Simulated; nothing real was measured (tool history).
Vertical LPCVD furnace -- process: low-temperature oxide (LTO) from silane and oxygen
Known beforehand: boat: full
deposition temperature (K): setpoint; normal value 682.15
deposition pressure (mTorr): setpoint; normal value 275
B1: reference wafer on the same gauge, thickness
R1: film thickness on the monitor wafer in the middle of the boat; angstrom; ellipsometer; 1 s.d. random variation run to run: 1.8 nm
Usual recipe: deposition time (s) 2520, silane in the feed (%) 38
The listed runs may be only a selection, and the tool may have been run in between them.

{"run": 1, "hour": 0.0, "deposition temperature (K)": 682.15, "deposition pressure (mTorr)": 275, "deposition time (s)": 2520, "silane in the feed (%)": 38, "B1": 613.13, "R1": 5570.4}
{"run": 2, "hour": 68.0, "deposition temperature (K)": 682.15, "deposition pressure (mTorr)": 275, "deposition time (s)": 2520, "silane in the feed (%)": 38, "B1": 612.74, "R1": 5524.9}
{"run": 3, "hour": 109.1, "deposition temperature (K)": 689.15, "deposition pressure (mTorr)": 275, "deposition time (s)": 2520, "silane in the feed (%)": 38, "B1": 613.38, "R1": 5977.6}
{"run": 4, "hour": 158.2, "deposition temperature (K)": 688.15, "deposition pressure (mTorr)": 275, "deposition time (s)": 2520, "silane in the feed (%)": 38, "B1": 612.97, "R1": 5923.8}
{"run": 5, "hour": 198.1, "deposition temperature (K)": 688.15, "deposition pressure (mTorr)": 275, "deposition time (s)": 2520, "silane in the feed (%)": 38, "B1": 613.21, "R1": 5899.5}
{"run": 6, "hour": 268.9, "deposition temperature (K)": 688.15, "deposition pressure (mTorr)": 275, "deposition time (s)": 2520, "silane in the feed (%)": 38, "B1": 613.31, "R1": 5915.3}
{"run": 7, "hour": 303.3, "deposition temperature (K)": 682.15, "deposition pressure (mTorr)": 275, "deposition time (s)": 2520, "silane in the feed (%)": 38, "B1": 613.36, "R1": 5519.5}
{"run": 8, "hour": 357.5, "deposition temperature (K)": 682.15, "deposition pressure (mTorr)": 275, "deposition time (s)": 2520, "silane in the feed (%)": 38, "B1": 613.15, "R1": 5574.3}
{"hour": 382.5, "done": "pressure gauge zeroed"}
{"hour": 386.0, "done": "thermocouples replaced and temperature profile calibrated"}
{"run": 9, "hour": 399.2, "deposition temperature (K)": 682.15, "deposition pressure (mTorr)": 275, "deposition time (s)": 2520, "silane in the feed (%)": 38, "B1": 613.17, "R1": 5776.5}
{"hour": 447.5, "done": "silane flow controller replaced"}
{"run": 10, "hour": 465.0, "deposition temperature (K)": 682.15, "deposition pressure (mTorr)": 275, "deposition time (s)": 2520, "silane in the feed (%)": 38, "B1": 613.11, "R1": 5546.1}
{"run": 11, "hour": 513.9, "deposition temperature (K)": 682.15, "deposition pressure (mTorr)": 275, "deposition time (s)": 2520, "silane in the feed (%)": 38, "B1": 612.85, "R1": 5530.9}
{"run": 12, "hour": 553.1, "deposition temperature (K)": 682.15, "deposition pressure (mTorr)": 275, "deposition time (s)": 2520, "silane in the feed (%)": 38, "B1": 613.38, "R1": 5538}
{"run": 13, "hour": 582.4, "deposition temperature (K)": 682.15, "deposition pressure (mTorr)": 275, "deposition time (s)": 2520, "silane in the feed (%)": 38, "B1": 612.67, "R1": 5504.6}
{"hour": 637.0, "done": "gauge calibrated"}
{"run": 14, "hour": 652.8, "deposition temperature (K)": 682.15, "deposition pressure (mTorr)": 275, "deposition time (s)": 2520, "silane in the feed (%)": 38, "B1": 613.76, "R1": 5512}
{"run": 15, "hour": 684.7, "deposition temperature (K)": 690.15, "deposition pressure (mTorr)": 275, "deposition time (s)": 2520, "silane in the feed (%)": 38, "B1": 613.09, "R1": 6000.6}
{"run": 16, "hour": 791.1, "deposition temperature (K)": 676.15, "deposition pressure (mTorr)": 275, "deposition time (s)": 2520, "silane in the feed (%)": 38, "B1": 612.43, "R1": 5192.3}
{"run": 17, "hour": 820.0, "deposition temperature (K)": 679.15, "deposition pressure (mTorr)": 230, "deposition time (s)": 2520, "silane in the feed (%)": 38, "B1": 612.62, "R1": 4454}
{"run": 18, "hour": 859.4, "deposition temperature (K)": 682.15, "deposition pressure (mTorr)": 275, "deposition time (s)": 2520, "silane in the feed (%)": 38, "B1": 613.83, "R1": 5505.3}
{"run": 19, "hour": 927.3, "deposition temperature (K)": 682.15, "deposition pressure (mTorr)": 335, "deposition time (s)": 1560, "silane in the feed (%)": 34, "B1": 612.83, "R1": 3607}
{"run": 20, "hour": 979.5, "deposition temperature (K)": 671.15, "deposition pressure (mTorr)": 340, "deposition time (s)": 3150, "silane in the feed (%)": 34, "B1": 612.59, "R1": 6503.7}
{"run": 21, "hour": 1048.1, "deposition temperature (K)": 682.15, "deposition pressure (mTorr)": 275, "deposition time (s)": 1590, "silane in the feed (%)": 38, "B1": 613.27, "R1": 3484.2}
{"run": 22, "hour": 1078.6, "deposition temperature (K)": 687.15, "deposition pressure (mTorr)": 275, "deposition time (s)": 2520, "silane in the feed (%)": 38, "B1": 613.42, "R1": 5790.8}
{"run": 23, "hour": 1106.9, "deposition temperature (K)": 682.15, "deposition pressure (mTorr)": 275, "deposition time (s)": 3450, "silane in the feed (%)": 42, "B1": 613.37, "R1": 8440.4}
{"run": 24, "hour": 1216.1, "deposition temperature (K)": 682.15, "deposition pressure (mTorr)": 275, "deposition time (s)": 2520, "silane in the feed (%)": 38, "B1": 613.94, "R1": 5475.7}
{"run": 25, "hour": 1242.9, "deposition temperature (K)": 678.15, "deposition pressure (mTorr)": 340, "deposition time (s)": 1860, "silane in the feed (%)": 38, "B1": 612.92, "R1": 4796.6}
{"run": 26, "hour": 1296.6, "deposition temperature (K)": 682.15, "deposition pressure (mTorr)": 275, "deposition time (s)": 2520, "silane in the feed (%)": 38, "B1": 613.24, "R1": 5476.5}
{"run": 27, "hour": 1334.8, "deposition temperature (K)": 682.15, "deposition pressure (mTorr)": 275, "deposition time (s)": 2520, "silane in the feed (%)": 38, "B1": 612.79, "R1": 5471}
{"run": 28, "hour": 1373.1, "deposition temperature (K)": 689.15, "deposition pressure (mTorr)": 215, "deposition time (s)": 2100, "silane in the feed (%)": 45, "B1": 612.72, "R1": 4573.1}
{"run": 29, "hour": 1404.2, "deposition temperature (K)": 682.15, "deposition pressure (mTorr)": 230, "deposition time (s)": 2160, "silane in the feed (%)": 32, "B1": 612.52, "R1": 3121.8}
{"run": 30, "hour": 1539.2, "deposition temperature (K)": 682.15, "deposition pressure (mTorr)": 275, "deposition time (s)": 1950, "silane in the feed (%)": 38, "B1": 612.9, "R1": 4218.3}
{"run": 31, "hour": 1587.8, "deposition temperature (K)": 682.15, "deposition pressure (mTorr)": 275, "deposition time (s)": 2520, "silane in the feed (%)": 38, "B1": 613.39, "R1": 5468.7}

What if the next run were any one of these 4? Each begins from the tool's condition after run 31:
{"run": "A", "hour": 1593.1, "deposition temperature (K)": 682.15, "deposition pressure (mTorr)": 275, "deposition time (s)": 3090, "silane in the feed (%)": 38, "B1": "?", "R1": "?"}
{"run": "B", "hour": 1593.1, "deposition temperature (K)": 670.15, "deposition pressure (mTorr)": 325, "deposition time (s)": 3360, "silane in the feed (%)": 32, "B1": "?", "R1": "?"}
{"run": "C", "hour": 1593.1, "deposition temperature (K)": 678.15, "deposition pressure (mTorr)": 295, "deposition time (s)": 2520, "silane in the feed (%)": 38, "B1": "?", "R1": "?"}
{"run": "D", "hour": 1593.1, "deposition temperature (K)": 682.15, "deposition pressure (mTorr)": 250, "deposition time (s)": 1530, "silane in the feed (%)": 44, "B1": "?", "R1": "?"}

run=A B1=612.97 R1=6681
run=B B1=612.97 R1=5991.6
run=C B1=612.97 R1=5603.3
run=D B1=612.97 R1=3537.3
Stripped of hidden state, with their random variation kept, the same runs would have yielded:
run=A R1=6779.2
run=B R1=6052.9
run=C R1=5677.7
run=D R1=3600.7
